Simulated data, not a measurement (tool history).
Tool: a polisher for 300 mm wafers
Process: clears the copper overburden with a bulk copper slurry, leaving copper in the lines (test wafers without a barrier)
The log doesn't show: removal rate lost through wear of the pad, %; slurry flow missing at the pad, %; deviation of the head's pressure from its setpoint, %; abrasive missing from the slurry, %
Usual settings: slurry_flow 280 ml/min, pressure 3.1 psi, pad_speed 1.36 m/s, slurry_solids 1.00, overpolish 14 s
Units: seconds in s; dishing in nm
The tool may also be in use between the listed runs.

run,hour,slurry_flow,pressure,pad_speed,slurry_solids,overpolish,wafers since the last listed run,wafers polished on this pad,hours since the slurry nozzle was cleaned,hours since the head pressure was calibrated,hours since the slurry blender was calibrated,"incoming thickness of the incoming film, nm",seconds,dishing
1,0.0,280,3.1,1.36,1.00,14,0,415,217.5,546.4,345.4,949.5,71.5,106.2
2,17.4,280,3.1,1.36,1.00,14,174,590,234.9,563.8,362.8,950.4,70.9,105.2
3,42.8,280,3.1,1.36,1.00,14,254,844,260.3,589.2,388.2,935.6,70.2,108.3
4,60.8,280,3.1,1.36,1.00,14,180,1024,278.3,607.2,406.2,943.5,67.5,106.6
5,71.0,280,3.1,1.36,1.00,14,102,1126,288.5,617.4,416.4,964.4,69.7,105.9
6,77.1,280,3.1,1.36,1.00,14,61,1187,294.6,623.5,422.5,958.8,68.8,108.2
# hour 86.9: worn pad replaced by a new one
7,87.4,280,3.1,1.10,1.00,14,63,4,304.9,633.8,432.8,955.6,82.9,95.1
8,97.9,280,3.1,1.36,1.00,19,105,110,315.4,644.3,443.3,944.0,68.6,126.3
9,108.3,280,3.1,1.36,1.00,19,104,214,325.8,654.7,453.7,948.2,67.5,127.5
10,115.3,280,3.1,1.00,1.00,14,70,284,332.8,661.7,460.7,944.8,91.2,88.8
11,122.2,280,2.8,1.36,1.00,12,69,353,339.7,668.6,467.6,938.9,76.0,92.3
12,133.9,280,3.1,1.36,0.90,14,117,470,351.4,680.3,479.3,950.5,68.1,105.3
# hour 138.0: slurry blender recalibrated
13,146.0,280,2.0,1.36,1.00,8,101,571,363.5,692.4,8.0,949.1,108.2,50.7
# hour 148.0: slurry nozzle cleaned
# hour 151.3: head pressure recalibrated
14,160.7,280,3.1,1.02,0.90,16,117,688,12.7,9.4,22.7,953.0,93.4,96.6
15,175.4,280,3.1,1.36,1.00,14,147,836,27.4,24.1,37.4,940.0,69.7,105.4
16,183.6,280,3.1,1.36,1.00,14,82,918,35.6,32.3,45.6,955.2,68.4,107.0
17,197.8,280,2.8,1.36,0.75,19,142,1060,49.8,46.5,59.8,970.2,82.3,115.2
# hour 212.1: worn pad replaced by a new one
18,212.6,280,2.6,1.82,0.85,11,108,4,64.6,61.3,74.6,964.8,66.0,95.7
19,221.2,280,3.1,1.16,0.75,14,86,90,73.2,69.9,83.2,953.5,84.6,95.4

5 ways to go on from here, each from the tool as it stands after run 19. What would each give?
A,221.7,280,3.1,1.36,1.00,21,5,95,73.7,70.4,83.7,940.8,?,?
B,221.7,350,3.1,0.92,1.00,19,5,95,73.7,70.4,83.7,940.8,?,?
C,221.7,280,3.1,1.80,0.80,11,5,95,73.7,70.4,83.7,940.8,?,?
D,221.7,240,3.1,1.36,1.00,22,5,95,73.7,70.4,83.7,940.8,?,?
E,221.7,280,3.1,1.70,1.00,14,5,95,73.7,70.4,83.7,940.8,?,?

run,seconds,dishing
A,66.2,131.0
B,93.5,102.8
C,52.6,104.7
D,67.4,132.7
E,53.5,119.0
Without the tool's hidden state the same runs would have given:
run,seconds,dishing
A,66.2,131.0
B,93.5,102.8
C,52.6,104.7
D,67.4,132.7
E,53.5,119.0
